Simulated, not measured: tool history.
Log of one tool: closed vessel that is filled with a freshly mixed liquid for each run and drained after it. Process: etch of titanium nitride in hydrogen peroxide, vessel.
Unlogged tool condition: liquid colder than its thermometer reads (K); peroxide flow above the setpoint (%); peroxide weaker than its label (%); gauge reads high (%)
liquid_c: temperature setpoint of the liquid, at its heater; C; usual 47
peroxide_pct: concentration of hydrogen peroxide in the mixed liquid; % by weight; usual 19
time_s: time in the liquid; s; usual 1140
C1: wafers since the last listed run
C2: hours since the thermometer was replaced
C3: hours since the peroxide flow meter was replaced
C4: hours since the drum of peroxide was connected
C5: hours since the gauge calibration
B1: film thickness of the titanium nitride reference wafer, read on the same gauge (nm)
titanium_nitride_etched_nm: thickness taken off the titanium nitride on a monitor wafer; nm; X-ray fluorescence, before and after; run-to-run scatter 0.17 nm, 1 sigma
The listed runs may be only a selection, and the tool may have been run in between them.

Run 1, day 0.000: usual settings but time_s 1680 s; C1 0; C2 2230.2; C3 141.8; C4 570.2; C5 105.5; B1 119.99. Result: titanium_nitride_etched_nm 43.24 nm.
Run 2, day 2.696: usual settings; C1 1963; C2 2294.9; C3 206.5; C4 634.9; C5 170.2; B1 119.99. Result: titanium_nitride_etched_nm 29.34 nm.
Run 3, day 5.567: usual settings; C1 2091; C2 2363.8; C3 275.4; C4 703.8; C5 239.1; B1 119.98. Result: titanium_nitride_etched_nm 29.93 nm.
Run 4, day 7.221: usual settings; C1 1204; C2 2403.5; C3 315.1; C4 743.5; C5 278.8; B1 119.99. Result: titanium_nitride_etched_nm 29.96 nm.
Run 5, day 8.558: usual settings but liquid_c 51 C; C1 974; C2 2435.6; C3 347.2; C4 775.6; C5 310.9; B1 119.99. Result: titanium_nitride_etched_nm 40.24 nm.
At day 10.588: peroxide flow meter replaced.
Run 6, day 10.808: usual settings but liquid_c 51 C; C1 1608; C2 2489.6; C3 5.3; C4 829.6; C5 364.9; B1 119.99. Result: titanium_nitride_etched_nm 39.15 nm.
Run 7, day 12.404: usual settings; C1 1162; C2 2527.9; C3 43.6; C4 867.9; C5 403.2; B1 119.98. Result: titanium_nitride_etched_nm 29.25 nm.

Run 8 has not been measured yet. What should we expect?
Run 8, day 14.358: usual settings but liquid_c 38 C, peroxide_pct 16 % by weight, time_s 1710 s; C1 1423; C2 2574.8; C3 90.5; C4 914.8; C5 450.1; B1 ?. Result: titanium_nitride_etched_nm ?.

Run 8 gave B1 120.01, titanium_nitride_etched_nm 21.61 nm.
The same run, on a tool lacking any hidden state, would have yielded titanium_nitride_etched_nm 21.43 nm.
